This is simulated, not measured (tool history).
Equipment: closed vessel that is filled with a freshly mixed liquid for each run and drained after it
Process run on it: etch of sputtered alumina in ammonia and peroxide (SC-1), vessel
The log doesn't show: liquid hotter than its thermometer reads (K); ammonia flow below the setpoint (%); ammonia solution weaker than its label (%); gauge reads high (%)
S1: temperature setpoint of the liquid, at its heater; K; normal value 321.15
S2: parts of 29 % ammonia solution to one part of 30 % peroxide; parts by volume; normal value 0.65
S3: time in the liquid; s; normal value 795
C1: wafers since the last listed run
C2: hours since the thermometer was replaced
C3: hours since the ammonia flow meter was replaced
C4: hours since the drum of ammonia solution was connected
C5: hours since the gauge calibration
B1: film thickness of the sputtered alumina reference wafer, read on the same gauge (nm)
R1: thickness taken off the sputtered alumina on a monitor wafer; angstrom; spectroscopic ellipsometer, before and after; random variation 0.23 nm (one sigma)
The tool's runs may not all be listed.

Run 1, day 0.000: usual settings but S1 328.15 K; C1 0; C2 2632.4; C3 1794.5; C4 715.7; C5 322.4; B1 40.02. Result: R1 727.5 angstrom.
At day 0.508: new drum of ammonia solution connected.
Run 2, day 0.738: usual settings but S3 1110 s; C1 1204; C2 2650.1; C3 1812.2; C4 5.5; C5 340.1; B1 40.00. Result: R1 692.4 angstrom.
Run 3, day 0.996: usual settings but S3 1110 s; C1 447; C2 2656.3; C3 1818.4; C4 11.7; C5 346.3; B1 39.97. Result: R1 702.7 angstrom.
At day 1.125: gauge calibrated.
Run 4, day 1.417: usual settings but S3 1110 s; C1 728; C2 2666.4; C3 1828.5; C4 21.8; C5 7.0; B1 40.01. Result: R1 699.3 angstrom.
Run 5, day 1.708: usual settings; C1 504; C2 2673.4; C3 1835.5; C4 28.8; C5 14.0; B1 39.98. Result: R1 497.9 angstrom.
Run 6, day 2.083: usual settings; C1 649; C2 2682.4; C3 1844.5; C4 37.8; C5 23.0; B1 40.00. Result: R1 498.4 angstrom.
Run 7, day 2.367: usual settings but S3 530 s; C1 490; C2 2689.2; C3 1851.3; C4 44.6; C5 29.8; B1 40.01. Result: R1 333.6 angstrom.
Run 8, day 2.738: usual settings; C1 642; C2 2698.1; C3 1860.2; C4 53.5; C5 38.7; B1 39.98. Result: R1 507.5 angstrom.
Run 9, day 3.004: usual settings but S3 405 s; C1 461; C2 2704.5; C3 1866.6; C4 59.9; C5 45.1; B1 39.97. Result: R1 253.5 angstrom.
Run 10, day 3.371: usual settings but S2 0.95 parts by volume; C1 634; C2 2713.3; C3 1875.4; C4 68.7; C5 53.9; B1 39.98. Result: R1 522.8 angstrom.
Run 11, day 3.812: usual settings but S1 326.65 K, S2 0.50 parts by volume, S3 1100 s; C1 764; C2 2723.9; C3 1886.0; C4 79.3; C5 64.5; B1 40.01. Result: R1 902.9 angstrom.
Run 12, day 4.154: usual settings but S1 312.15 K; C1 591; C2 2732.1; C3 1894.2; C4 87.5; C5 72.7; B1 40.00. Result: R1 303.6 angstrom.
Run 13, day 4.629: usual settings but S1 317.15 K, S2 0.40 parts by volume, S3 425 s; C1 822; C2 2743.5; C3 1905.6; C4 98.9; C5 84.1; B1 39.97. Result: R1 205.1 angstrom.
Run 14, day 5.108: usual settings but S2 0.90 parts by volume, S3 1210 s; C1 829; C2 2755.0; C3 1917.1; C4 110.4; C5 95.6; B1 40.00. Result: R1 788.3 angstrom.
At day 5.412: thermometer replaced.
At day 6.250: ammonia flow meter replaced.
Run 15, day 6.512: usual settings but S1 318.15 K, S2 0.50 parts by volume, S3 340 s; C1 2286; C2 26.4; C3 6.3; C4 144.1; C5 129.3; B1 39.99. Result: R1 154.5 angstrom.
Run 16, day 7.075: usual settings; C1 973; C2 39.9; C3 19.8; C4 157.6; C5 142.8; B1 39.98. Result: R1 438.1 angstrom.
Run 17, day 7.746: usual settings but S1 317.65 K, S2 0.55 parts by volume, S3 1020 s; C1 1161; C2 56.0; C3 35.9; C4 173.7; C5 158.9; B1 40.02. Result: R1 452.7 angstrom.
Run 18, day 8.283: usual settings but S3 1235 s; C1 930; C2 68.9; C3 48.8; C4 186.6; C5 171.8; B1 40.00. Result: R1 675.6 angstrom.
Run 19, day 9.017: usual settings but S2 0.45 parts by volume; C1 1269; C2 86.5; C3 66.4; C4 204.2; C5 189.4; B1 39.99. Result: R1 423.9 angstrom.
Run 20, day 9.521: usual settings but S1 313.15 K, S3 395 s; C1 872; C2 98.6; C3 78.5; C4 216.3; C5 201.5; B1 40.02. Result: R1 139.0 angstrom.
Run 21, day 9.867: usual settings; C1 598; C2 106.9; C3 86.8; C4 224.6; C5 209.8; B1 39.99. Result: R1 434.5 angstrom.
Run 22, day 10.142: usual settings but S2 0.35 parts by volume, S3 1005 s; C1 476; C2 113.5; C3 93.4; C4 231.2; C5 216.4; B1 40.00. Result: R1 525.5 angstrom.
Run 23, day 10.450: usual settings; C1 533; C2 120.9; C3 100.8; C4 238.6; C5 223.8; B1 40.01. Result: R1 440.0 angstrom.
Run 24, day 10.912: usual settings but S1 314.65 K, S2 0.40 parts by volume; C1 800; C2 132.0; C3 111.9; C4 249.7; C5 234.9; B1 40.01. Result: R1 291.7 angstrom.
Run 25, day 11.292: usual settings; C1 656; C2 141.1; C3 121.0; C4 258.8; C5 244.0; B1 40.02. Result: R1 435.9 angstrom.
Run 26, day 11.742: usual settings but S1 330.65 K; C1 779; C2 151.9; C3 131.8; C4 269.6; C5 254.8; B1 39.99. Result: R1 745.8 angstrom.
Run 27, day 12.279: usual settings but S1 318.65 K, S2 0.50 parts by volume, S3 505 s; C1 930; C2 164.8; C3 144.7; C4 282.5; C5 267.7; B1 39.98. Result: R1 234.6 angstrom.
Run 28, day 12.538: usual settings; C1 447; C2 171.0; C3 150.9; C4 288.7; C5 273.9; B1 39.98. Result: R1 439.1 angstrom.

Forecast each of these 4 alternatives for the next run:
Run A, day 12.575: usual settings but S2 0.35 parts by volume; C1 64; C2 171.9; C3 151.8; C4 289.6; C5 274.8; B1 ?. Result: R1 ?.
Run B, day 12.575: usual settings but S3 480 s; C1 64; C2 171.9; C3 151.8; C4 289.6; C5 274.8; B1 ?. Result: R1 ?.
Run C, day 12.575: usual settings but S2 0.80 parts by volume, S3 1135 s; C1 64; C2 171.9; C3 151.8; C4 289.6; C5 274.8; B1 ?. Result: R1 ?.
Run D, day 12.575: usual settings but S1 312.15 K, S3 350 s; C1 64; C2 171.9; C3 151.8; C4 289.6; C5 274.8; B1 ?. Result: R1 ?.

run     B1     R1
  A  40.02  418.2
  B  40.02  267.8
  C  40.02  646.0
  D  40.02  116.5
With no hidden state in the tool, these same runs would have given:
run     R1
  A  407.2
  B  260.8
  C  629.0
  D  113.2

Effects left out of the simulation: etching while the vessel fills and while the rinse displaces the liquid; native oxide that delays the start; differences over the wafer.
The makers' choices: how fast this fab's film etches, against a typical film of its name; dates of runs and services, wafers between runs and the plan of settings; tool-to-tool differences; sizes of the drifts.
